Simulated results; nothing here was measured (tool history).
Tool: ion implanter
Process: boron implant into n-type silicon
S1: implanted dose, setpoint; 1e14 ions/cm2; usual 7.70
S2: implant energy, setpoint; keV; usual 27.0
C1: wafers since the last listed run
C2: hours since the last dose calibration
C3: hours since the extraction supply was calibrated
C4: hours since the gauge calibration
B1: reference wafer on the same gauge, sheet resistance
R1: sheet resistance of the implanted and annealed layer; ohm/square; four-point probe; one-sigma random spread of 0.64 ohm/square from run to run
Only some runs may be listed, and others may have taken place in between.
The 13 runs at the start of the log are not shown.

run,hour,S1,S2,C1,C2,C3,C4,B1,R1
14,577.7,7.70,27.0,558,1707.8,2383.2,645.0,175.99,152.59
15,644.2,7.70,27.0,972,1774.3,2449.7,711.5,176.10,155.39
16,737.8,7.70,27.0,1369,1867.9,2543.3,805.1,176.16,154.61
17,806.3,7.70,27.0,1001,1936.4,2611.8,873.6,175.98,155.31
# hour 840.7: extraction supply calibrated
18,863.6,7.70,27.0,721,1993.7,22.9,930.9,176.28,154.01
19,902.4,7.70,27.0,567,2032.5,61.7,969.7,176.11,156.90
20,972.4,6.40,20.0,1023,2102.5,131.7,1039.7,175.80,182.94
21,1010.3,9.85,21.0,554,2140.4,169.6,1077.6,176.06,131.25
22,1055.6,8.46,31.5,662,2185.7,214.9,1122.9,176.00,144.06
23,1098.6,7.70,27.0,628,2228.7,257.9,1165.9,176.04,156.69
# hour 1120.0: gauge calibrated
24,1170.2,6.38,21.5,1047,2300.3,329.5,50.2,175.92,183.08
# hour 1198.4: Faraday cup replaced and dose calibrated
25,1240.2,5.42,33.0,906,41.8,399.5,120.2,176.24,199.10
26,1286.6,6.25,27.0,678,88.2,445.9,166.6,175.93,179.23
27,1342.6,7.70,27.0,819,144.2,501.9,222.6,175.98,151.84
28,1409.9,8.88,22.5,984,211.5,569.2,289.9,175.92,136.56
29,1457.5,7.70,27.0,696,259.1,616.8,337.5,175.96,151.53
30,1517.6,5.72,18.5,879,319.2,676.9,397.6,176.06,195.57
31,1570.8,7.70,27.0,778,372.4,730.1,450.8,175.78,151.07
32,1635.4,8.86,32.5,944,437.0,794.7,515.4,175.93,134.63
33,1692.9,7.70,30.5,841,494.5,852.2,572.9,176.22,151.07
34,1758.2,7.70,27.0,955,559.8,917.5,638.2,176.04,151.08
35,1791.5,7.70,27.0,487,593.1,950.8,671.5,175.99,151.02
36,1853.6,6.15,24.5,908,655.2,1012.9,733.6,176.06,183.31

Branching from run 36: 5 alternative next runs. What would each branch give?
A,1854.0,7.70,27.0,5,655.6,1013.3,734.0,?,?
B,1854.0,5.73,34.5,5,655.6,1013.3,734.0,?,?
C,1854.0,8.32,24.0,5,655.6,1013.3,734.0,?,?
D,1854.0,9.54,21.0,5,655.6,1013.3,734.0,?,?
E,1854.0,9.87,24.0,5,655.6,1013.3,734.0,?,?

run,B1,R1
A,175.89,152.55
B,175.89,191.86
C,175.89,144.20
D,175.89,131.32
E,175.89,126.60
Take away the tool's hidden state, keep each run's random variation, and the runs would have read:
run,R1
A,151.43
B,190.49
C,143.17
D,130.46
E,125.76
